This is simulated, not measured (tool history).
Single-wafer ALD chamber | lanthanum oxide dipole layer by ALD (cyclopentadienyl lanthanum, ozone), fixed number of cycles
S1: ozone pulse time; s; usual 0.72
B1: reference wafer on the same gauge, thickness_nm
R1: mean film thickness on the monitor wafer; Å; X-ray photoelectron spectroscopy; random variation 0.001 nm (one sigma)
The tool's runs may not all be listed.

run   hour    S1     B1    R1
  1    0.0  0.72  0.404  3.70
  2   10.0  0.72  0.404  3.68
  3   23.1  0.72  0.404  3.68
  4   39.0  0.50  0.404  2.80
  5   51.9  0.50  0.404  2.78
  6   64.8  0.50  0.404  2.78
  7   79.6  0.72  0.404  3.67
  8   85.7  0.72  0.404  3.66
  9   99.4  0.89  0.404  4.14
 10  106.3  0.49  0.404  2.71
 11  115.4  0.49  0.404  2.73
 12  127.6  0.49  0.404  2.72
     144.5  -- ozone generator serviced
 13  145.0  0.93  0.404  4.65
 14  153.6  0.93  0.404  4.62
 15  159.8  0.57  0.404  3.56
 16  175.4  0.57  0.404  3.54
     189.3  -- showerhead replaced
 17  189.8  0.48  0.404  3.10
 18  200.1  0.46  0.404  3.00
 19  217.3  0.72  0.404  4.11
 20  233.8  0.97  0.404  4.69
 21  247.1  0.94  0.404  4.61
 22  260.7  0.99  0.404  4.72
 23  267.4  0.52  0.404  3.31
 24  283.6  0.92  0.404  4.57
 25  298.4  0.63  0.404  3.77
 26  312.8  0.85  0.404  4.42
     326.0  -- thermocouple changed; heater temperature recalibrated
     326.0  -- gauge calibrated
 27  329.6  0.83  0.404  4.38
 28  347.3  0.59  0.404  3.58
 29  359.5  0.72  0.404  4.08
 30  374.4  0.72  0.404  4.06
 31  392.0  0.86  0.404  4.42
 32  409.9  0.53  0.404  3.32
 33  423.2  0.72  0.404  4.05
 34  436.7  0.82  0.404  4.32
 35  450.5  0.72  0.404  4.06

3 ways to go on from here, each from the tool as it stands after run 35. What would each give?
  A  450.9  0.58   ?   ?
  B  450.9  0.88   ?   ?
  C  450.9  0.55   ?   ?

run     B1    R1
  A  0.404  3.54
  B  0.404  4.47
  C  0.404  3.40
Without the tool's hidden state the same runs would have given:
run    R1
  A  3.65
  B  4.57
  C  3.52
